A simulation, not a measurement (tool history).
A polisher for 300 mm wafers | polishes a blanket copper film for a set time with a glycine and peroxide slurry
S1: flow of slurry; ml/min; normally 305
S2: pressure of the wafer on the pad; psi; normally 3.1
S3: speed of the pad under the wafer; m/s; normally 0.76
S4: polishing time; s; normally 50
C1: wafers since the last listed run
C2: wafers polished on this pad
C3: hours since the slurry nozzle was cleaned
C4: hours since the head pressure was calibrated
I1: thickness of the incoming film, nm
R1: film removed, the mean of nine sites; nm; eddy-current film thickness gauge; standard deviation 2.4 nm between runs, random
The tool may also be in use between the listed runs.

run	hour	S1	S2	S3	S4	C1	C2	C3	C4	I1	R1
1	0	305	3.1	0.76	50	0	3000	529.7	432.8	2338.7	199.8
2	24.1	305	3.1	0.76	50	256	3257	553.8	456.9	2392.3	197.7
# hour 54.4: worn pad replaced by a new one
3	54.9	305	3.1	0.76	50	285	4	584.6	487.7	2324.3	197.7
4	79.4	305	3.1	0.76	50	261	266	609.1	512.2	2350.9	198.8
5	123	305	3.1	0.76	50	464	730	652.7	555.8	2384.9	193.9
6	188.7	305	3.1	0.76	50	700	1430	718.4	621.5	2347.8	191
# hour 203.7: slurry nozzle cleaned
# hour 258.7: head pressure recalibrated
7	312.6	305	3.1	0.76	50	1288	2719	108.9	53.9	2309.5	199.8
8	350.7	305	3.1	0.76	50	406	3125	147	92	2354.8	203.3
# hour 369.9: worn pad replaced by a new one
9	391.9	305	3.1	0.76	50	396	233	188.2	133.2	2352.2	202
10	458.6	305	3.1	0.76	50	710	944	254.9	199.9	2356.5	204.4
11	511.7	305	3.1	0.76	50	565	1510	308	253	2388.7	204.1
12	576.7	305	3.1	0.76	50	692	2203	373	318	2352.1	193.3
13	609.4	305	3.1	0.64	50	348	2551	405.7	350.7	2316.7	172.9
14	657.6	305	3.1	0.64	50	513	3065	453.9	398.9	2362	172.7
# hour 671.9: worn pad replaced by a new one
15	695.7	305	3.1	0.64	50	363	254	492	437	2369.7	173.7
16	756	375	3.1	0.76	50	642	896	552.3	497.3	2321.8	196.8
17	808.3	305	3.8	0.76	50	557	1453	604.6	549.6	2364.5	227
# hour 819.4: head pressure recalibrated
# hour 834.1: slurry nozzle cleaned
18	865.4	400	3.1	0.76	57	576	2030	31.3	46	2320.8	247.8
19	927.2	335	2.3	0.76	50	658	2689	93.1	107.8	2393.8	164.2
# hour 933.8: worn pad replaced by a new one
20	957.5	370	3.1	0.54	65	280	252	123.4	138.1	2325.9	211.6
21	1017	365	4	0.76	50	634	886	182.9	197.6	2327	252.4
22	1041.7	305	3.1	0.76	50	263	1150	207.6	222.3	2335.4	198.8
23	1083.1	375	3.1	0.52	45	441	1591	249	263.7	2356.8	140.8
24	1133.3	230	2.4	0.52	35	534	2126	299.2	313.9	2361	85.2
25	1166	305	3.1	0.76	63	348	2474	331.9	346.6	2402.4	254.7
# hour 1203.7: worn pad replaced by a new one
26	1236.7	305	3.8	0.76	57	710	351	402.6	417.3	2334.7	266.3
27	1278.6	305	3.1	0.76	32	446	798	444.5	459.2	2335.4	126.9
28	1321.8	305	3.1	0.76	50	460	1258	487.7	502.4	2338.9	196.7
29	1365.3	205	3.1	0.96	55	463	1722	531.2	545.9	2349.1	249.4
# hour 1387: head pressure recalibrated
30	1419.7	305	3.8	0.76	50	558	2280	585.6	32.7	2358.3	250.7
31	1476.4	345	2.3	0.76	50	604	2884	642.3	89.4	2379.5	164.5

What if the next run were any one of these 5? Each begins from the tool's condition after run 31:
A	1476.8	305	3.1	0.76	50	4	2889	642.7	89.8	2363.5	?
B	1476.8	255	3.1	0.76	50	4	2889	642.7	89.8	2363.5	?
C	1476.8	255	3.7	0.76	50	4	2889	642.7	89.8	2363.5	?
D	1476.8	265	2.3	0.58	35	4	2889	642.7	89.8	2363.5	?
E	1476.8	400	3.5	0.92	66	4	2889	642.7	89.8	2363.5	?

run	R1
A	206.4
B	202.9
C	234.2
D	93.2
E	359.5
Without the tool's hidden state the same runs would have given:
run	R1
A	207.3
B	203.8
C	235.3
D	93.6
E	361.2
